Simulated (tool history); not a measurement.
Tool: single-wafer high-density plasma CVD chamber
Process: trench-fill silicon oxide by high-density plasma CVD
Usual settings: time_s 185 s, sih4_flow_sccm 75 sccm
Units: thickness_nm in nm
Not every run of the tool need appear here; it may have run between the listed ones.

run     day  time_s  sih4_flow_sccm  wafers since the last listed run  hours since the silane flow controller was replaced  hours since the gauge calibration  read-back reference wafer on the same gauge, thickness_nm  thickness_nm
  1   0.000     185              86                                 0                                               1607.5                              122.6                                                   1379.759      1392.827
  2   0.800     212              75                               170                                               1626.7                              141.8                                                   1380.111      1408.983
  3   1.483     212              75                               145                                               1643.1                              158.2                                                   1379.617      1414.027
  4   3.575     185              75                               444                                               1693.3                              208.4                                                   1379.826      1234.576
      4.192  -- gauge calibrated
  5   4.646     185              75                               227                                               1719.0                               10.9                                                   1380.194      1229.704
  6   5.662     185              75                               216                                               1743.4                               35.3                                                   1380.115      1231.718
  7   6.792     185              83                               239                                               1770.5                               62.4                                                   1380.013      1348.528
  8   7.679     209              75                               188                                               1791.8                               83.7                                                   1379.885      1393.206
  9   8.254     211              87                               122                                               1805.6                               97.5                                                   1379.919      1601.440
 10   8.767     221              81                               108                                               1817.9                              109.8                                                   1380.334      1574.447
      9.633  -- silane flow controller replaced
 11   9.962     185              85                               183                                                  7.9                              138.5                                                   1379.838      1462.845
 12  11.254     155              75                               274                                                 38.9                              169.5                                                   1379.905      1096.438
 13  11.983     199              70                               154                                                 56.4                              187.0                                                   1379.932      1320.638
 14  12.488     185              75                               107                                                 68.5                              199.1                                                   1379.786      1301.141

Consider 5 possible next runs. They are alternatives, not a sequence: every one starts from the tool as it was left by run 14. What does each give?
  A  12.508     185              75                                 4                                                 69.0                              199.6                                                          ?             ?
  B  12.508     196              83                                 4                                                 69.0                              199.6                                                          ?             ?
  C  12.508     170              61                                 4                                                 69.0                              199.6                                                          ?             ?
  D  12.508     216              84                                 4                                                 69.0                              199.6                                                          ?             ?
  E  12.508     162              69                                 4                                                 69.0                              199.6                                                          ?             ?

run  read-back reference wafer on the same gauge, thickness_nm  thickness_nm
  A                                                   1379.805      1304.473
  B                                                   1379.805      1511.843
  C                                                   1379.805      1001.677
  D                                                   1379.805      1683.994
  E                                                   1379.805      1061.829
With the hidden condition removed and each run's random variation left untouched, the same runs would have given:
run  thickness_nm
  A      1305.109
  B      1512.580
  C      1002.166
  D      1684.815
  E      1062.346
